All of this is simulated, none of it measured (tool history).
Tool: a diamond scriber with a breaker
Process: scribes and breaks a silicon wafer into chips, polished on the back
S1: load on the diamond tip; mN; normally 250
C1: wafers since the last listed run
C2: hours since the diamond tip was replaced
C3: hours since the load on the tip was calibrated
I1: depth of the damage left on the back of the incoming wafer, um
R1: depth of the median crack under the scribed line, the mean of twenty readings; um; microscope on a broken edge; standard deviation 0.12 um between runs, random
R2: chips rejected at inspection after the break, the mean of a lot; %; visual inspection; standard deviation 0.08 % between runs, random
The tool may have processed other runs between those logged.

run	hour	S1	C1	C2	C3	I1	R1	R2
1	0.0	226	0	200.9	797.3	0.02	10.42	1.87
2	32.0	226	68	232.9	829.3	0.03	10.46	1.89
3	89.1	226	122	290.0	886.4	0.04	10.58	1.74
4	117.0	250	59	317.9	914.3	0.04	11.15	2.53
5	166.2	250	105	367.1	963.5	0.02	11.00	2.40
6	207.8	250	89	408.7	1005.1	0.04	11.34	2.60
7	249.2	250	88	450.1	1046.5	0.05	11.25	2.76
8	276.4	250	58	477.3	1073.7	0.05	11.18	2.76
9	333.1	250	121	534.0	1130.4	0.02	11.15	2.81
10	377.1	206	94	578.0	1174.4	0.04	9.98	1.98
11	443.6	280	142	644.5	1240.9	0.03	12.17	5.12
# hour 500.3: diamond tip replaced by a new one
12	653.9	280	446	153.6	1451.2	0.03	11.95	5.12
13	689.1	220	75	188.8	1486.4	0.03	10.37	1.84
# hour 695.4: load on the tip recalibrated
14	741.3	275	107	241.0	45.9	0.03	11.11	2.25
15	811.2	250	149	310.9	115.8	0.04	10.47	1.82
16	856.3	207	96	356.0	160.9	0.02	9.37	3.07
17	889.6	250	71	389.3	194.2	0.01	10.68	2.04
18	914.5	196	53	414.2	219.1	0.03	9.38	3.88
19	947.2	307	70	446.9	251.8	0.02	12.15	5.38

Table of differences, measured result less the result of that run with no hidden state. Run-to-run variation is the same in both. Gauge scatter possibly is not:
Hidden state at play: share of the diamond tip's cutting effectiveness lost through wear, %; deviation of the load on the tip from its setpoint, %.
run	R1	R2
1	+0.71	-0.53
2	+0.72	-0.52
3	+0.75	-0.47
4	+0.80	+0.76
5	+0.80	+0.74
6	+0.83	+0.82
7	+0.83	+0.88
8	+0.83	+0.88
9	+0.85	+0.92
10	+0.77	-1.70
11	+0.94	+2.54
12	+0.96	+2.59
13	+0.83	-0.85
14	+0.05	+0.06
15	+0.16	+0.03
16	+0.20	-0.63
17	+0.27	+0.11
18	+0.27	-1.10
19	+0.39	+1.30

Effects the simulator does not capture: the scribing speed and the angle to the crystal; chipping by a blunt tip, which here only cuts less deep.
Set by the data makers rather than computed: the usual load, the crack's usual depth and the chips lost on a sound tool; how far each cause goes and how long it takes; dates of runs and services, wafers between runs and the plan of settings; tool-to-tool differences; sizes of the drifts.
